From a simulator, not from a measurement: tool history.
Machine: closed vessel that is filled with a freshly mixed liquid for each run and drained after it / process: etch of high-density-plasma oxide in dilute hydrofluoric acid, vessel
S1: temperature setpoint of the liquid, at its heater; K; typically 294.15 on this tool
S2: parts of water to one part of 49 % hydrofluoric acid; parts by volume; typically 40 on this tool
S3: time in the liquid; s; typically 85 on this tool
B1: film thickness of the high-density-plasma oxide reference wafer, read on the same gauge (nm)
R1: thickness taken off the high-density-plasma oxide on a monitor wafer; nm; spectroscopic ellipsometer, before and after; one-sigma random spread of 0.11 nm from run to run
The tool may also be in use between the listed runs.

run    hour      S1  S2   S3     B1     R1
  1       0  294.15  40   85  80.02  12.39
  2    86.5  294.15  40   85  80.05  12.36
  3   153.5  290.65  40   85  80.02  10.57
  4   202.3  290.65  40   85  79.97  10.65
  5   321.3  290.65  40   85  80.01  10.68
  6   377.9  294.15  40   85  79.99  12.31
  7   474.4  294.15  30   70  80.02  13.88
  8   569.4  294.15  55   85  80.02   8.89
  9   607.2  296.65  35   85     80  16.18
 10   701.6  294.15  40   85  79.97  12.39
        720  -- gauge calibrated
      720.4  -- thermometer replaced
 11     798  294.15  40   85  80.02  12.69
 12   873.4  294.15  40   85  80.02  12.67
 13   977.9  295.65  40   85     80  13.55
 14  1046.3  299.15  40   85  80.05  15.59
 15  1102.2  290.15  25   85  79.96  17.59
 16  1168.3  297.15  60   85  80.05   9.41
 17  1255.5  294.15  40   85  79.97  12.83
 18  1297.6  291.65  50   65  80.01   6.91
 19  1390.7  296.15  50  120  79.98  15.63
     1392.4  -- hydrofluoric acid flow meter replaced
 20  1451.3  294.15  40   85     80  12.36
 21  1522.4  291.65  40  125  80.02  16.15
 22  1565.4  294.15  30   85  80.01   16.8
 23  1641.5  294.15  40   85     80  12.25
 24  1697.7  294.15  40   85     80  12.34
 25    1750  294.15  40   85  79.97  12.38
 26  1838.7  294.15  40   85  79.99  12.54
 27  1881.2  294.15  40   50  80.02   7.35
 28  1981.5  291.15  20  115  79.98  29.76
 29    2072  294.15  60  115  79.99  11.02
 30  2167.7  290.15  30   60  79.99   9.92
 31  2251.4  294.15  40   85  79.99  12.61

A few steps of R1 between consecutive runs. Split each: what settings, incoming material and random variation would produce without the hidden state, and what is left over for the hidden state, along with gauge scatter present in only one of the two compared results (measured, and without hidden state):
Unlogged tool condition in this case: liquid hotter than its thermometer reads (K); hydrofluoric acid flow above the setpoint (%); gauge reads high (%).
Run 18 -> 19: S1 291.65 -> 296.15, S3 65 -> 120. R1 +8.72 nm: hidden state +0.44, all else +8.28.
Run 19 -> 20: S1 296.15 -> 294.15, S2 50 -> 40, S3 120 -> 85, hydrofluoric acid flow meter replaced. R1 -3.27 nm: hidden state -0.73, all else -2.54.
Run 27 -> 28: S1 294.15 -> 291.15, S2 40 -> 20, S3 50 -> 115. R1 +22.41 nm: hidden state +0.42, all else +21.99.
Run 28 -> 29: S1 291.15 -> 294.15, S2 20 -> 60. R1 -18.74 nm: hidden state -0.29, all else -18.45.
